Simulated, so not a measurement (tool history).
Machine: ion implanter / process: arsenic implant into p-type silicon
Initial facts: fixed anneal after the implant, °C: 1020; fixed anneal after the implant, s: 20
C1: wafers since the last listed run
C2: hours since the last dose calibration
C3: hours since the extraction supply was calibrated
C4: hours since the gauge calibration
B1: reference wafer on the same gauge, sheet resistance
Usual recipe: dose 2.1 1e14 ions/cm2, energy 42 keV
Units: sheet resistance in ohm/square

run 1 hour=0 | dose=2.1 energy=42 | C1=0 C2=494.8 C3=1991.3 C4=1020 | B1=327.24 | sheet_resistance=343.29
run 2 hour=25.2 | dose=2.1 energy=42 | C1=352 C2=520 C3=2016.5 C4=1045.2 | B1=327.14 | sheet_resistance=343.11
run 3 hour=65.3 | dose=2.1 energy=42 | C1=560 C2=560.1 C3=2056.6 C4=1085.3 | B1=326.99 | sheet_resistance=341.93
run 4 hour=121.8 | dose=2.37 energy=42 | C1=790 C2=616.6 C3=2113.1 C4=1141.8 | B1=327.28 | sheet_resistance=314.45
run 5 hour=192.9 | dose=1.61 energy=38 | C1=994 C2=687.7 C3=2184.2 C4=1212.9 | B1=326.9 | sheet_resistance=419.91
run 6 hour=226.1 | dose=1.61 energy=38 | C1=464 C2=720.9 C3=2217.4 C4=1246.1 | B1=327.09 | sheet_resistance=419.42
run 7 hour=294.3 | dose=1.61 energy=38 | C1=953 C2=789.1 C3=2285.6 C4=1314.3 | B1=326.98 | sheet_resistance=418.9
-- hour=453.5 Faraday cup replaced and dose calibrated
run 8 hour=483.8 | dose=2.51 energy=42 | C1=2537 C2=30.3 C3=2475.1 C4=1503.8 | B1=327.21 | sheet_resistance=306.44
-- hour=514.8 extraction supply calibrated
run 9 hour=538.5 | dose=2.51 energy=42 | C1=652 C2=85 C3=23.7 C4=1558.5 | B1=327.01 | sheet_resistance=306.09
run 10 hour=562.6 | dose=2.51 energy=42 | C1=336 C2=109.1 C3=47.8 C4=1582.6 | B1=327.1 | sheet_resistance=305.35
-- hour=575.2 gauge calibrated
run 11 hour=630.3 | dose=2.1 energy=51.5 | C1=946 C2=176.8 C3=115.5 C4=55.1 | B1=327.02 | sheet_resistance=334.69
run 12 hour=685.7 | dose=2.1 energy=51.5 | C1=774 C2=232.2 C3=170.9 C4=110.5 | B1=326.96 | sheet_resistance=334.61
run 13 hour=740.8 | dose=2.1 energy=42 | C1=770 C2=287.3 C3=226 C4=165.6 | B1=327.1 | sheet_resistance=344.29
run 14 hour=782.9 | dose=1.61 energy=38 | C1=588 C2=329.4 C3=268.1 C4=207.7 | B1=326.66 | sheet_resistance=425.24
run 15 hour=836.2 | dose=1.91 energy=42 | C1=745 C2=382.7 C3=321.4 C4=261 | B1=326.57 | sheet_resistance=367.96
run 16 hour=888.4 | dose=1.81 energy=42 | C1=729 C2=434.9 C3=373.6 C4=313.2 | B1=327.05 | sheet_resistance=382.74
run 17 hour=958.1 | dose=2.1 energy=42 | C1=974 C2=504.6 C3=443.3 C4=382.9 | B1=326.83 | sheet_resistance=341.66
run 18 hour=1005.9 | dose=2.67 energy=51 | C1=668 C2=552.4 C3=491.1 C4=430.7 | B1=326.99 | sheet_resistance=279.93
run 19 hour=1049.6 | dose=2.1 energy=31 | C1=611 C2=596.1 C3=534.8 C4=474.4 | B1=327.05 | sheet_resistance=359.31
run 20 hour=1086.4 | dose=2.1 energy=42 | C1=514 C2=632.9 C3=571.6 C4=511.2 | B1=326.74 | sheet_resistance=341.27
run 21 hour=1142.7 | dose=2.1 energy=42 | C1=787 C2=689.2 C3=627.9 C4=567.5 | B1=326.62 | sheet_resistance=342.31
run 22 hour=1209.7 | dose=1.86 energy=47.5 | C1=936 C2=756.2 C3=694.9 C4=634.5 | B1=327.12 | sheet_resistance=367.31
run 23 hour=1238.5 | dose=2.1 energy=42 | C1=402 C2=785 C3=723.7 C4=663.3 | B1=326.85 | sheet_resistance=340.47
run 24 hour=1293.6 | dose=2.6 energy=38 | C1=770 C2=840.1 C3=778.8 C4=718.4 | B1=326.79 | sheet_resistance=297.3
run 25 hour=1341.2 | dose=1.63 energy=31 | C1=665 C2=887.7 C3=826.4 C4=766 | B1=327 | sheet_resistance=431.31
run 26 hour=1404.4 | dose=2.7 energy=42 | C1=883 C2=950.9 C3=889.6 C4=829.2 | B1=327.14 | sheet_resistance=281.95

A few steps of sheet resistance between consecutive runs. Split each: what settings, incoming material and random variation would produce without the hidden state, and what is left over for the hidden state, along with gauge scatter present in only one of the two compared results (measured, and without hidden state):
Hidden state present: deviation of the true dose from the Faraday cup's reading, %; deviation of the true energy from its setpoint, %; gauge reads high (%).
Run 7 -> 8: dose 1.61 -> 2.51, energy 38 -> 42, Faraday cup replaced and dose calibrated. sheet resistance -112.46 ohm/square: hidden state +10.34, all else -122.8.
Run 24 -> 25: dose 2.6 -> 1.63, energy 38 -> 31. sheet resistance +134.01 ohm/square: hidden state -3.05, all else +137.06.
Run 25 -> 26: dose 1.63 -> 2.7, energy 31 -> 42. sheet resistance -149.36 ohm/square: hidden state +3.2, all else -152.56.
